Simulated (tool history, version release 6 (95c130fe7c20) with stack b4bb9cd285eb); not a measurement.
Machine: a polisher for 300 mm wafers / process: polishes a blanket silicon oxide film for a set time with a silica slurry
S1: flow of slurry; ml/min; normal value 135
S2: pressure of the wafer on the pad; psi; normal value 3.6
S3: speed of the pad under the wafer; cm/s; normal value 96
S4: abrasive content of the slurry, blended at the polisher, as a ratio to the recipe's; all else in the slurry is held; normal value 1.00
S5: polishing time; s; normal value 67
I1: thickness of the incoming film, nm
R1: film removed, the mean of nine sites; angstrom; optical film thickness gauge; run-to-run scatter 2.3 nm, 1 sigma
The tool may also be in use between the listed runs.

{"run": 1, "day": 0.0, "S1": 170, "S2": 3.6, "S3": 96, "S4": 1.0, "S5": 67, "I1": 1409.5, "R1": 1705}
{"run": 2, "day": 0.642, "S1": 170, "S2": 3.6, "S3": 96, "S4": 1.0, "S5": 67, "I1": 1416.1, "R1": 1702}
{"run": 3, "day": 2.138, "S1": 135, "S2": 3.6, "S3": 114, "S4": 1.0, "S5": 67, "I1": 1408.9, "R1": 1858}
{"day": 3.225, "done": "conditioning disc replaced and pad reconditioned"}
{"run": 4, "day": 3.246, "S1": 135, "S2": 3.6, "S3": 96, "S4": 1.0, "S5": 85, "I1": 1390.2, "R1": 2122}
{"day": 3.562, "done": "slurry nozzle cleaned"}
{"run": 5, "day": 4.425, "S1": 135, "S2": 3.6, "S3": 80, "S4": 1.0, "S5": 67, "I1": 1403.4, "R1": 1384}
{"run": 6, "day": 4.95, "S1": 135, "S2": 3.6, "S3": 80, "S4": 1.0, "S5": 67, "I1": 1406.6, "R1": 1414}
{"run": 7, "day": 6.079, "S1": 135, "S2": 3.6, "S3": 96, "S4": 1.0, "S5": 67, "I1": 1381.6, "R1": 1632}
{"run": 8, "day": 7.246, "S1": 135, "S2": 3.6, "S3": 96, "S4": 1.0, "S5": 67, "I1": 1389.3, "R1": 1627}
{"day": 7.729, "done": "slurry blender recalibrated"}
{"day": 8.258, "done": "worn pad replaced by a new one"}
{"run": 9, "day": 8.279, "S1": 135, "S2": 3.6, "S3": 72, "S4": 1.0, "S5": 67, "I1": 1395.0, "R1": 1281}
{"run": 10, "day": 9.333, "S1": 135, "S2": 4.4, "S3": 96, "S4": 0.75, "S5": 67, "I1": 1409.5, "R1": 1815}
{"day": 10.004, "done": "head pressure recalibrated"}
{"run": 11, "day": 10.025, "S1": 135, "S2": 4.3, "S3": 96, "S4": 1.1, "S5": 67, "I1": 1407.2, "R1": 2198}
{"run": 12, "day": 10.846, "S1": 135, "S2": 3.6, "S3": 96, "S4": 1.0, "S5": 67, "I1": 1405.9, "R1": 1828}
{"run": 13, "day": 11.975, "S1": 135, "S2": 4.3, "S3": 96, "S4": 1.0, "S5": 67, "I1": 1407.5, "R1": 2054}
{"run": 14, "day": 12.708, "S1": 135, "S2": 3.6, "S3": 64, "S4": 1.0, "S5": 67, "I1": 1394.0, "R1": 1288}
{"day": 13.571, "done": "slurry nozzle cleaned"}
{"run": 15, "day": 14.121, "S1": 135, "S2": 3.6, "S3": 96, "S4": 1.0, "S5": 67, "I1": 1382.3, "R1": 1759}
{"run": 16, "day": 15.592, "S1": 135, "S2": 3.6, "S3": 96, "S4": 0.85, "S5": 55, "I1": 1376.8, "R1": 1350}

What does the tool deliver on the next run?
{"day": 16.554, "done": "worn pad replaced by a new one"}
{"run": 17, "day": 16.938, "S1": 155, "S2": 3.6, "S3": 96, "S4": 1.0, "S5": 67, "I1": 1390.4, "R1": "?"}

For run 17 the tool returned R1 1790 angstrom.
Minus the tool's unlogged condition, the same run would have read R1 1898 angstrom.
